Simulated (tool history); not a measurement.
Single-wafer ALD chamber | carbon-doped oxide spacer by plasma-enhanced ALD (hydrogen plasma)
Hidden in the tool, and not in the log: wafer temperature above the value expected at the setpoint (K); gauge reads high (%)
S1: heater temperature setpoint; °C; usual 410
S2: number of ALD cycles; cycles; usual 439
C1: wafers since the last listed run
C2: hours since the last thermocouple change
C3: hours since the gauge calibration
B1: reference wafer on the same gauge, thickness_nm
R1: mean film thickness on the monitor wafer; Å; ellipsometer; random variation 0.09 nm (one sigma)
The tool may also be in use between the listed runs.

run	hour	S1	S2	C1	C2	C3	B1	R1
1	0.0	410	439	0	1754.9	587.1	23.898	207.43
2	28.0	410	439	32	1782.9	615.1	23.892	208.29
3	65.4	410	439	42	1820.3	652.5	23.823	207.19
4	91.7	406	439	30	1846.6	678.8	23.796	210.21
5	262.2	406	439	194	2017.1	849.3	23.649	207.16
6	322.6	406	439	69	2077.5	909.7	23.609	206.14
7	365.9	421	439	49	2120.8	953.0	23.578	197.93
8	432.3	410	459	75	2187.2	1019.4	23.509	214.04
9	475.8	410	459	49	2230.7	1062.9	23.423	212.08
10	534.3	400	439	66	2289.2	1121.4	23.396	207.38
11	570.5	410	439	41	2325.4	1157.6	23.332	202.71
# hour 580.9: gauge calibrated
12	629.5	410	439	67	2384.4	48.6	24.442	213.14

The next listed run, before its measurement:
# hour 683.1: thermocouple changed; heater temperature recalibrated
13	797.9	399	510	183	114.8	217.0	?	?

Run 13 gave B1 24.316, R1 250.24 Å.
Without the tool's hidden state the same run would have given R1 250.12 Å.
